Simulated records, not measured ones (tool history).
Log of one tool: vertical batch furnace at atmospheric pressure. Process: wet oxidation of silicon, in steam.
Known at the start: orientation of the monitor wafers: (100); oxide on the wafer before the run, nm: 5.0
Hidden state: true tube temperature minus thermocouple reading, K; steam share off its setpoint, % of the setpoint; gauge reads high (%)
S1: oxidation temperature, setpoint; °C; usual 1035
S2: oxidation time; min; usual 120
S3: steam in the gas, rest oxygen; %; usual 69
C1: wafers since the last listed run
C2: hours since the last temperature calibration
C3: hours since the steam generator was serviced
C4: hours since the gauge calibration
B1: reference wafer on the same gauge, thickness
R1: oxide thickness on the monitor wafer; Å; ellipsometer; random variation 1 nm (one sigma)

run	hour	S1	S2	S3	C1	C2	C3	C4	B1	R1
1	0	1035	120	69	0	2082.1	2624	172.5	704.28	6346.3
2	16.6	1035	120	69	141	2098.7	2640.6	189.1	703.54	6349.4
3	36.7	1044	120	69	171	2118.8	2660.7	209.2	704	6637.8
4	55.1	1044	120	69	157	2137.2	2679.1	227.6	703.64	6631.8
5	88.6	1044	120	69	286	2170.7	2712.6	261.1	703.8	6632.6
6	114.4	1051	120	69	220	2196.5	2738.4	286.9	704.15	6843.9
7	143.8	1051	120	69	251	2225.9	2767.8	316.3	703.47	6855.5
8	173.7	1051	120	69	255	2255.8	2797.7	346.2	704.22	6869.7
# hour 215: gauge calibrated
9	264.8	1035	120	69	778	2346.9	2888.8	49.8	704.07	6321.1
10	280.6	1044	120	69	135	2362.7	2904.6	65.6	704.1	6598.7
11	299.3	1051	120	69	159	2381.4	2923.3	84.3	704.27	6865.7
12	320.6	1035	120	58	182	2402.7	2944.6	105.6	703.83	5672.9
# hour 348.8: steam generator serviced
# hour 355.3: thermocouples replaced and temperature profile calibrated
13	355.8	1059	120	64	39	0.5	7	140.8	703.59	7130.6
14	363.6	1044	179.5	69	66	8.3	14.8	148.6	703.94	8782.5
15	398.7	1035	120	80	300	43.4	49.9	183.7	703.54	7219.7
16	434.3	1035	120	65	304	79	85.5	219.3	703.66	6364.4
17	448.9	1043	120	69	124	93.6	100.1	233.9	703.7	6900.5
18	461.9	1050	120	69	111	106.6	113.1	246.9	704.11	7133.2

5 ways to go on from here, each from the tool as it stands after run 18. What would each give?
A	467	1035	120	76	43	111.7	118.2	252	?	?
B	467	1050	86	76	43	111.7	118.2	252	?	?
C	467	1035	178.5	65	43	111.7	118.2	252	?	?
D	467	1035	65.5	76	43	111.7	118.2	252	?	?
E	467	1050	172.5	58	43	111.7	118.2	252	?	?

run	B1	R1
A	703.97	7011.2
B	703.97	6193.3
C	703.97	8089
D	703.97	4832.3
E	703.97	7956.8
Without the tool's hidden state the same runs would have given:
run	R1
A	7043.3
B	6221.6
C	8125.3
D	4855.6
E	7992.1
